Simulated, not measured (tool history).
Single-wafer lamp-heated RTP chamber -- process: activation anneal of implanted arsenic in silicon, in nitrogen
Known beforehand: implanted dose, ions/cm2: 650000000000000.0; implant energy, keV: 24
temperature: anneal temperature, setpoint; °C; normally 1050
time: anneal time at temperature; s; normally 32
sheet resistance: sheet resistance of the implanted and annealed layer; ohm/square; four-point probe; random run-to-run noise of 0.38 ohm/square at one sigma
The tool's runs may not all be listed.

run	hour	temperature	time	wafers since the last listed run	wafers since the last pyrometer calibration	wafers since the reflector plate was cleaned	hours since the gauge calibration	read-back reference wafer on the same gauge, sheet resistance	sheet resistance
1	0.0	1050	32	0	2290	8349	446.7	149.99	169.16
# hour 56.2: pyrometer window cleaned and pyrometer calibrated
2	62.2	1059	32	369	40	8719	508.9	150.07	166.56
3	97.1	1059	32	238	278	8957	543.8	149.98	166.94
# hour 104.2: gauge calibrated
4	129.2	1050	32	218	497	9176	25.0	150.01	168.35
5	150.5	1050	32	145	643	9321	46.3	150.02	168.81
6	166.5	1050	32	109	752	9430	62.3	149.97	169.09
7	190.1	1050	32	160	913	9591	85.9	150.07	168.84
8	209.3	1050	32	130	1044	9722	105.1	149.97	168.52
9	223.4	1050	32	96	1140	9818	119.2	150.08	168.70
10	251.2	1043	40	189	1329	10008	147.0	150.00	168.00
11	277.7	1043	40	180	1510	10188	173.5	149.91	168.59
# hour 313.9: reflector plate cleaned
12	314.4	1050	32	195	1706	3	210.2	149.98	168.63
13	328.1	1050	32	93	1799	96	223.9	149.94	168.65
14	346.6	1050	32	126	1926	222	242.4	150.03	168.27
15	364.4	1050	32	121	2047	344	260.2	150.02	169.18
16	392.1	1062	27	188	2236	533	287.9	150.01	167.31
# hour 403.8: pyrometer window cleaned and pyrometer calibrated
17	425.3	1062	27	171	146	704	321.1	149.94	168.06
18	443.9	1062	27	126	273	831	339.7	149.95	168.04
19	456.8	1033	25	87	361	919	352.6	149.99	173.62
20	475.0	1050	45	124	485	1043	370.8	150.01	165.78
21	491.0	1027	49	109	594	1152	386.8	150.04	169.79
22	505.0	1050	32	95	690	1248	400.8	150.04	168.31
23	524.8	1073	25	135	825	1383	420.6	149.99	166.25
# hour 529.8: gauge calibrated
24	543.3	1050	32	126	951	1509	13.5	150.03	169.00
25	568.2	1024	32	169	1121	1679	38.4	149.92	173.11
26	581.8	1036	25	92	1214	1772	52.0	150.05	173.32
27	664.6	1050	47	564	1778	2336	134.8	150.04	165.54
28	678.8	1050	32	96	1875	2433	149.0	150.03	168.50
29	704.7	1036	48	176	2052	2610	174.9	149.98	167.82
30	725.9	1072	26	144	2196	2755	196.1	149.99	166.38
31	752.6	1024	49	182	2378	2937	222.8	149.94	170.10
# hour 773.0: pyrometer window cleaned and pyrometer calibrated
32	778.7	1032	32	123	38	3060	248.9	149.98	172.15
33	798.4	1022	32	134	173	3194	268.6	149.93	173.14
34	812.4	1073	48	95	268	3290	282.6	149.97	161.14
35	824.7	1032	20	83	352	3374	294.9	149.95	175.87
36	853.1	1041	26	193	546	3567	323.3	149.95	171.12

Hidden state at the last listed run before each entry between runs and at the first one after, where it differs:
In the gap between runs 1 and 2: pyrometer window cleaned and pyrometer calibrated (hour 56.2)
  no hidden state differs between the two runs
In the gap between runs 3 and 4: gauge calibrated (hour 104.2)
  no hidden state differs between the two runs
In the gap between runs 11 and 12: reflector plate cleaned (hour 313.9)
  no hidden state differs between the two runs
In the gap between runs 16 and 17: pyrometer window cleaned and pyrometer calibrated (hour 403.8)
  no hidden state differs between the two runs
In the gap between runs 23 and 24: gauge calibrated (hour 529.8)
  no hidden state differs between the two runs
In the gap between runs 31 and 32: pyrometer window cleaned and pyrometer calibrated (hour 773.0)
  no hidden state differs between the two runs
